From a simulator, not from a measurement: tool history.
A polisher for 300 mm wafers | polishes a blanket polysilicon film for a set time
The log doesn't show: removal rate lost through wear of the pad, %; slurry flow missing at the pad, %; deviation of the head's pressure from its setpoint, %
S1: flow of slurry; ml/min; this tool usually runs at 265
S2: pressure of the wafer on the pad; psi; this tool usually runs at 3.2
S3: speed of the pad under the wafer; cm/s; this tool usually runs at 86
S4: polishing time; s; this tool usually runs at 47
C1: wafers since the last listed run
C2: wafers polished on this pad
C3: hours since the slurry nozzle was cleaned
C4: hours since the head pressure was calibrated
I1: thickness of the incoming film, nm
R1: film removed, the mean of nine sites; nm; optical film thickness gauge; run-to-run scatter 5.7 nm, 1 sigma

run	hour	S1	S2	S3	S4	C1	C2	C3	C4	I1	R1
1	0.0	340	3.2	86	47	0	671	734.0	1008.0	1104.1	373.8
2	10.2	340	3.2	86	47	75	747	744.2	1018.2	1104.6	366.5
3	21.8	330	3.2	86	47	86	834	755.8	1029.8	1112.7	355.5
# hour 38.4: worn pad replaced by a new one
4	39.7	265	3.2	86	47	103	9	773.7	1047.7	1103.0	391.1
5	55.1	265	3.2	86	47	114	124	789.1	1063.1	1112.4	376.3
6	72.4	265	3.2	86	47	128	253	806.4	1080.4	1114.7	376.6
7	81.7	265	3.2	86	47	69	322	815.7	1089.7	1112.5	385.1
8	93.1	265	3.2	96	47	84	407	827.1	1101.1	1095.0	398.7
9	104.0	265	3.2	96	47	81	488	838.0	1112.0	1108.6	399.5
10	110.6	265	3.2	96	47	49	537	844.6	1118.6	1096.6	386.5
11	121.5	265	3.2	86	47	81	618	855.5	1129.5	1104.6	362.8
12	129.4	265	3.2	86	47	58	677	863.4	1137.4	1098.8	369.9
13	139.8	335	3.7	60	62	77	754	873.8	1147.8	1107.8	460.2
# hour 141.2: slurry nozzle cleaned
14	147.5	265	3.2	64	47	49	804	6.3	1155.5	1113.4	302.0
# hour 155.1: worn pad replaced by a new one
15	162.2	265	3.2	86	47	79	53	21.0	1170.2	1084.3	375.2
16	169.8	265	3.2	86	47	56	109	28.6	1177.8	1098.0	381.1
17	187.7	205	3.2	76	36	133	242	46.5	1195.7	1093.5	266.3
18	201.7	310	2.3	58	56	104	347	60.5	1209.7	1119.5	285.5
19	208.7	215	2.2	86	47	52	399	67.5	1216.7	1113.6	278.3
20	215.3	265	3.2	108	47	49	448	74.1	1223.3	1103.2	431.7
21	232.3	265	3.2	86	47	126	574	91.1	1240.3	1099.2	372.1
22	244.6	340	3.2	86	47	91	666	103.4	1252.6	1104.2	361.9
23	252.3	300	2.9	110	47	57	723	111.1	1260.3	1104.6	396.3
24	260.7	310	2.4	76	54	62	786	119.5	1268.7	1099.2	305.5
25	273.3	265	2.4	94	47	93	880	132.1	1281.3	1094.7	293.3
# hour 290.0: worn pad replaced by a new one
26	290.5	265	3.2	86	58	98	3	149.3	1298.5	1105.2	475.8
27	298.4	265	3.2	86	47	58	62	157.2	1306.4	1112.4	378.5
28	312.5	265	2.6	86	47	104	167	171.3	1320.5	1103.5	326.1
# hour 322.5: head pressure recalibrated
29	328.2	225	3.2	66	47	101	269	187.0	5.7	1087.9	330.2
30	337.9	265	2.4	86	58	72	341	196.7	15.4	1124.5	378.5
31	345.1	265	3.7	86	47	53	395	203.9	22.6	1097.6	416.3
32	355.8	235	3.2	70	31	79	475	214.6	33.3	1097.6	216.7
33	367.1	265	3.2	86	47	84	559	225.9	44.6	1103.4	374.7
34	388.7	360	2.3	86	47	160	720	247.5	66.2	1085.4	283.7
35	395.8	265	2.4	86	47	52	772	254.6	73.3	1112.9	282.5
# hour 402.0: worn pad replaced by a new one
36	411.3	220	3.2	110	59	85	69	270.1	88.8	1099.9	549.0
37	454.4	335	3.9	104	58	320	389	313.2	131.9	1110.7	622.9

How would selected steps in R1 from run to run divide? Give the signed amount a tool lacking its hidden state would still show from settings, what came in and random variation, and the signed amount left for the hidden state, including any gauge scatter that is not in both of the compared results.
Run 3 -> 4: S1 330 -> 265, worn pad replaced by a new one. R1 +35.6 nm: hidden state +33.2, all else +2.4.
Run 14 -> 15: S3 64 -> 86, worn pad replaced by a new one. R1 +73.2 nm: hidden state +22.3, all else +50.9.
Run 25 -> 26: S2 2.4 -> 3.2, S3 94 -> 86, S4 47 -> 58, worn pad replaced by a new one. R1 +182.5 nm: hidden state +27.8, all else +154.7.
Run 31 -> 32: S1 265 -> 235, S2 3.7 -> 3.2, S3 86 -> 70, S4 47 -> 31. R1 -199.6 nm: hidden state +3.5, all else -203.1.
Run 35 -> 36: S1 265 -> 220, S2 2.4 -> 3.2, S3 86 -> 110, S4 47 -> 59, worn pad replaced by a new one. R1 +266.5 nm: hidden state +10.0, all else +256.5.
